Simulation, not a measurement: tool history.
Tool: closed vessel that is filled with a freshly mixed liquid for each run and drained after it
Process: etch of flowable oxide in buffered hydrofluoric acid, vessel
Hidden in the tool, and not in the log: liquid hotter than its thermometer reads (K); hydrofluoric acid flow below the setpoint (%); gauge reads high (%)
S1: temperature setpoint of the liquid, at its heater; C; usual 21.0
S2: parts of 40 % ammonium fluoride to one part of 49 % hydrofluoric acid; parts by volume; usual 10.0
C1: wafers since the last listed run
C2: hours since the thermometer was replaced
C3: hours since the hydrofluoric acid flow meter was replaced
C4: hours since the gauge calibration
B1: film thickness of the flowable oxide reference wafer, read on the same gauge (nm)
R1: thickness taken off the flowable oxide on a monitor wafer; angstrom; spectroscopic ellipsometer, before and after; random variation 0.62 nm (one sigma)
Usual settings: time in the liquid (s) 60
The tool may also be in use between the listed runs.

run 1 hour=0.0 | S1=21.0 S2=10.0 time_in_the_liquid_(s)=60 | C1=0 C2=259.0 C3=380.3 C4=1018.5 | B1=69.98 | R1=1479.7
run 2 hour=38.7 | S1=21.0 S2=10.0 time_in_the_liquid_(s)=60 | C1=5271 C2=297.7 C3=419.0 C4=1057.2 | B1=70.02 | R1=1476.9
run 3 hour=104.2 | S1=21.0 S2=10.0 time_in_the_liquid_(s)=60 | C1=8921 C2=363.2 C3=484.5 C4=1122.7 | B1=70.03 | R1=1470.8
run 4 hour=145.2 | S1=21.0 S2=10.0 time_in_the_liquid_(s)=60 | C1=5584 C2=404.2 C3=525.5 C4=1163.7 | B1=69.99 | R1=1467.9
-- hour=183.2 hydrofluoric acid flow meter replaced
run 5 hour=196.5 | S1=21.0 S2=10.0 time_in_the_liquid_(s)=60 | C1=6851 C2=455.5 C3=13.3 C4=1215.0 | B1=70.01 | R1=1538.8
run 6 hour=246.6 | S1=21.0 S2=10.0 time_in_the_liquid_(s)=60 | C1=6824 C2=505.6 C3=63.4 C4=1265.1 | B1=69.99 | R1=1535.2
run 7 hour=343.7 | S1=21.0 S2=9.0 time_in_the_liquid_(s)=60 | C1=13226 C2=602.7 C3=160.5 C4=1362.2 | B1=70.03 | R1=1639.2
run 8 hour=427.1 | S1=21.0 S2=9.0 time_in_the_liquid_(s)=60 | C1=11360 C2=686.1 C3=243.9 C4=1445.6 | B1=70.02 | R1=1639.5
run 9 hour=490.4 | S1=21.0 S2=10.0 time_in_the_liquid_(s)=60 | C1=8622 C2=749.4 C3=307.2 C4=1508.9 | B1=70.00 | R1=1515.8
-- hour=566.3 gauge calibrated
run 10 hour=576.9 | S1=21.0 S2=10.0 time_in_the_liquid_(s)=60 | C1=11782 C2=835.9 C3=393.7 C4=10.6 | B1=70.04 | R1=1509.4
-- hour=642.0 hydrofluoric acid flow meter replaced
run 11 hour=661.2 | S1=21.0 S2=10.0 time_in_the_liquid_(s)=60 | C1=11346 C2=920.2 C3=19.2 C4=94.9 | B1=70.02 | R1=1558.6
run 12 hour=723.3 | S1=21.0 S2=10.0 time_in_the_liquid_(s)=60 | C1=8458 C2=982.3 C3=81.3 C4=157.0 | B1=70.01 | R1=1544.3
run 13 hour=829.8 | S1=21.0 S2=10.0 time_in_the_liquid_(s)=60 | C1=14506 C2=1088.8 C3=187.8 C4=263.5 | B1=70.00 | R1=1525.7
run 14 hour=874.1 | S1=21.0 S2=6.0 time_in_the_liquid_(s)=75 | C1=6034 C2=1133.1 C3=232.1 C4=307.8 | B1=70.05 | R1=3049.7
run 15 hour=966.5 | S1=21.0 S2=12.0 time_in_the_liquid_(s)=40 | C1=12586 C2=1225.5 C3=324.5 C4=400.2 | B1=69.98 | R1=845.6
run 16 hour=1082.6 | S1=21.0 S2=10.0 time_in_the_liquid_(s)=60 | C1=15814 C2=1341.6 C3=440.6 C4=516.3 | B1=70.04 | R1=1505.6
-- hour=1095.2 hydrofluoric acid flow meter replaced
-- hour=1100.4 thermometer replaced
run 17 hour=1180.6 | S1=18.0 S2=12.0 time_in_the_liquid_(s)=90 | C1=13076 C2=80.2 C3=85.4 C4=614.3 | B1=70.00 | R1=1614.1
run 18 hour=1229.4 | S1=21.0 S2=10.0 time_in_the_liquid_(s)=60 | C1=6647 C2=129.0 C3=134.2 C4=663.1 | B1=69.95 | R1=1509.2
run 19 hour=1272.1 | S1=21.0 S2=6.5 time_in_the_liquid_(s)=60 | C1=5816 C2=171.7 C3=176.9 C4=705.8 | B1=70.02 | R1=2256.8
run 20 hour=1321.1 | S1=25.5 S2=12.5 time_in_the_liquid_(s)=45 | C1=6674 C2=220.7 C3=225.9 C4=754.8 | B1=70.01 | R1=1164.2
run 21 hour=1383.7 | S1=26.0 S2=12.0 time_in_the_liquid_(s)=45 | C1=8526 C2=283.3 C3=288.5 C4=817.4 | B1=70.02 | R1=1236.0
run 22 hour=1432.3 | S1=21.0 S2=11.0 time_in_the_liquid_(s)=60 | C1=6619 C2=331.9 C3=337.1 C4=866.0 | B1=69.99 | R1=1365.3
run 23 hour=1492.6 | S1=21.0 S2=10.0 time_in_the_liquid_(s)=80 | C1=8213 C2=392.2 C3=397.4 C4=926.3 | B1=70.00 | R1=1981.8
run 24 hour=1551.2 | S1=17.0 S2=11.5 time_in_the_liquid_(s)=70 | C1=7982 C2=450.8 C3=456.0 C4=984.9 | B1=70.03 | R1=1204.7
-- hour=1590.2 hydrofluoric acid flow meter replaced
run 25 hour=1616.8 | S1=24.0 S2=8.0 time_in_the_liquid_(s)=30 | C1=8799 C2=516.4 C3=26.6 C4=1050.5 | B1=70.02 | R1=1101.2

What the log doesn't show, run by run:
gauge reads high (%): 0 in every run
H1: liquid hotter than its thermometer reads (K)
H2: hydrofluoric acid flow below the setpoint (%)
run=1 H1=0.0905 H2=3.95
run=2 H1=0.101 H2=4.31
run=3 H1=0.119 H2=4.91
run=4 H1=0.131 H2=5.28
run=5 H1=0.145 H2=0.233
run=6 H1=0.159 H2=0.691
run=7 H1=0.186 H2=1.58
run=8 H1=0.209 H2=2.34
run=9 H1=0.227 H2=2.92
run=10 H1=0.251 H2=3.71
run=11 H1=0.274 H2=0.394
run=12 H1=0.292 H2=0.961
run=13 H1=0.321 H2=1.93
run=14 H1=0.333 H2=2.34
run=15 H1=0.359 H2=3.18
run=16 H1=0.391 H2=4.25
run=17 H1=0.0614 H2=1.07
run=18 H1=0.075 H2=1.52
run=19 H1=0.0869 H2=1.91
run=20 H1=0.1 H2=2.35
run=21 H1=0.118 H2=2.93
run=22 H1=0.131 H2=3.37
run=23 H1=0.148 H2=3.92
run=24 H1=0.164 H2=4.46
run=25 H1=0.183 H2=0.711
